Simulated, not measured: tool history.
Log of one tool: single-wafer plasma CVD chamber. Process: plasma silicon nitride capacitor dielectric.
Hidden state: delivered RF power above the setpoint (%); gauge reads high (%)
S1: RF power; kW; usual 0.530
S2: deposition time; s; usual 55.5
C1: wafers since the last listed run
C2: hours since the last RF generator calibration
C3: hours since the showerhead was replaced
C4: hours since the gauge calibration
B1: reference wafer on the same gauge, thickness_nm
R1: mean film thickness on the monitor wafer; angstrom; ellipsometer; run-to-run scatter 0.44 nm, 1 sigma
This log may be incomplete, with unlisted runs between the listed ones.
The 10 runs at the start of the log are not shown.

run	hour	S1	S2	C1	C2	C3	C4	B1	R1
11	718.0	0.530	55.5	1900	148.2	3636.1	1823.6	73.885	877.54
12	782.2	0.530	55.5	1457	212.4	3700.3	1887.8	73.931	870.70
# hour 790.3: gauge calibrated
13	867.1	0.530	55.5	1927	297.3	3785.2	76.8	73.864	872.23
14	935.7	0.530	55.5	1557	365.9	3853.8	145.4	73.907	865.47
15	982.9	0.530	55.5	1071	413.1	3901.0	192.6	74.005	873.84
# hour 1135.5: showerhead replaced
16	1236.5	0.530	55.5	5576	666.7	101.0	446.2	73.909	862.33
17	1305.1	0.530	55.5	1557	735.3	169.6	514.8	73.904	861.92
18	1343.5	0.530	55.5	871	773.7	208.0	553.2	73.940	859.89
19	1393.8	0.530	55.5	1142	824.0	258.3	603.5	73.873	867.04
20	1471.9	0.530	55.5	1773	902.1	336.4	681.6	73.826	865.93
21	1542.4	0.610	64.1	1600	972.6	406.9	752.1	73.745	1036.89
22	1648.7	0.605	55.5	2413	1078.9	513.2	858.4	73.844	893.67

Predict the results of run 23:
23	1703.0	0.530	55.5	1232	1133.2	567.5	912.7	?	?

B1: 73.871
R1: 859.00 angstrom
Minus the tool's unlogged condition, the same run would have read R1 881.01 angstrom.
